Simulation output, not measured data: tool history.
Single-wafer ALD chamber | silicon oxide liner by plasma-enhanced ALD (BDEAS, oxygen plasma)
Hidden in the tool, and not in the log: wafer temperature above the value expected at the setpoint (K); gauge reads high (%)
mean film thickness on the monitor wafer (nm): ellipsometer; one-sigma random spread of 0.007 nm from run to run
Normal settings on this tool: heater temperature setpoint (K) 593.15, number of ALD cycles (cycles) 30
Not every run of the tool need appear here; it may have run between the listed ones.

| run | hour | heater temperature setpoint (K) | number of ALD cycles (cycles) | wafers since the last listed run | hours since the last thermocouple change | hours since the gauge calibration | read-back reference wafer on the same gauge, thickness_nm | mean film thickness on the monitor wafer (nm) |
|---|---|---|---|---|---|---|---|---|
| 1 | 0.0 | 593.15 | 30 | 0 | 1010.0 | 159.5 | 2.274 | 2.749 |
| 2 | 12.2 | 593.15 | 30 | 113 | 1022.2 | 171.7 | 2.273 | 2.741 |
| 3 | 35.9 | 593.15 | 30 | 220 | 1045.9 | 195.4 | 2.269 | 2.733 |
| 4 | 65.8 | 593.15 | 30 | 277 | 1075.8 | 225.3 | 2.266 | 2.749 |
| 5 | 97.7 | 600.15 | 30 | 296 | 1107.7 | 257.2 | 2.263 | 2.713 |
| 6 | 126.9 | 600.15 | 30 | 271 | 1136.9 | 286.4 | 2.260 | 2.712 |
| 7 | 147.2 | 603.15 | 26 | 188 | 1157.2 | 306.7 | 2.261 | 2.347 |
| 8 | 168.8 | 603.15 | 26 | 200 | 1178.8 | 328.3 | 2.260 | 2.337 |
| 9 | 206.4 | 593.15 | 30 | 349 | 1216.4 | 365.9 | 2.256 | 2.725 |
| 10 | 222.1 | 593.15 | 30 | 145 | 1232.1 | 381.6 | 2.257 | 2.720 |
| 11 | 246.8 | 593.15 | 30 | 229 | 1256.8 | 406.3 | 2.255 | 2.721 |
| 12 | 267.9 | 599.15 | 27 | 195 | 1277.9 | 427.4 | 2.252 | 2.439 |
| 13 | 301.8 | 599.15 | 27 | 314 | 1311.8 | 461.3 | 2.254 | 2.436 |
| 14 | 314.8 | 599.15 | 27 | 120 | 1324.8 | 474.3 | 2.254 | 2.428 |
| 15 | 335.6 | 593.15 | 31 | 193 | 1345.6 | 495.1 | 2.253 | 2.826 |
|  | 346.7 | thermocouple changed; heater temperature recalibrated |
| 16 | 366.9 | 579.15 | 28 | 216 | 20.2 | 526.4 | 2.252 | 2.599 |
| 17 | 387.4 | 608.15 | 35 | 190 | 40.7 | 546.9 | 2.251 | 3.108 |
| 18 | 407.2 | 593.15 | 30 | 183 | 60.5 | 566.7 | 2.254 | 2.725 |
| 19 | 438.8 | 584.15 | 26 | 293 | 92.1 | 598.3 | 2.251 | 2.391 |
| 20 | 466.8 | 584.15 | 26 | 259 | 120.1 | 626.3 | 2.248 | 2.392 |
|  | 481.0 | gauge calibrated |
| 21 | 543.9 | 593.15 | 36 | 715 | 197.2 | 62.9 | 2.289 | 3.321 |
| 22 | 564.3 | 581.15 | 28 | 189 | 217.6 | 83.3 | 2.286 | 2.627 |
| 23 | 584.9 | 587.15 | 32 | 191 | 238.2 | 103.9 | 2.281 | 2.964 |
| 24 | 614.1 | 593.15 | 30 | 271 | 267.4 | 133.1 | 2.277 | 2.757 |
| 25 | 632.4 | 593.15 | 28 | 169 | 285.7 | 151.4 | 2.275 | 2.568 |
| 26 | 649.0 | 599.15 | 27 | 154 | 302.3 | 168.0 | 2.272 | 2.443 |
| 27 | 670.6 | 588.15 | 34 | 200 | 323.9 | 189.6 | 2.271 | 3.121 |
| 28 | 701.7 | 587.15 | 30 | 288 | 355.0 | 220.7 | 2.266 | 2.757 |
| 29 | 719.4 | 578.15 | 30 | 164 | 372.7 | 238.4 | 2.267 | 2.794 |
| 30 | 746.0 | 588.15 | 35 | 246 | 399.3 | 265.0 | 2.264 | 3.217 |
| 31 | 763.2 | 584.15 | 36 | 159 | 416.5 | 282.2 | 2.263 | 3.322 |

The tool's hidden state at each run:
wafer temperature above the value expected at the setpoint (K): 0 across all the runs
H1: gauge reads high (%)
| run | H1 |
|---|---|
| 1 | -1.61 |
| 2 | -1.67 |
| 3 | -1.79 |
| 4 | -1.92 |
| 5 | -2.03 |
| 6 | -2.12 |
| 7 | -2.17 |
| 8 | -2.23 |
| 9 | -2.3 |
| 10 | -2.33 |
| 11 | -2.37 |
| 12 | -2.4 |
| 13 | -2.44 |
| 14 | -2.46 |
| 15 | -2.48 |
| 16 | -2.51 |
| 17 | -2.52 |
| 18 | -2.54 |
| 19 | -2.56 |
| 20 | -2.57 |
| 21 | -0.899 |
| 22 | -1.08 |
| 23 | -1.23 |
| 24 | -1.43 |
| 25 | -1.54 |
| 26 | -1.64 |
| 27 | -1.74 |
| 28 | -1.88 |
| 29 | -1.94 |
| 30 | -2.04 |
| 31 | -2.09 |
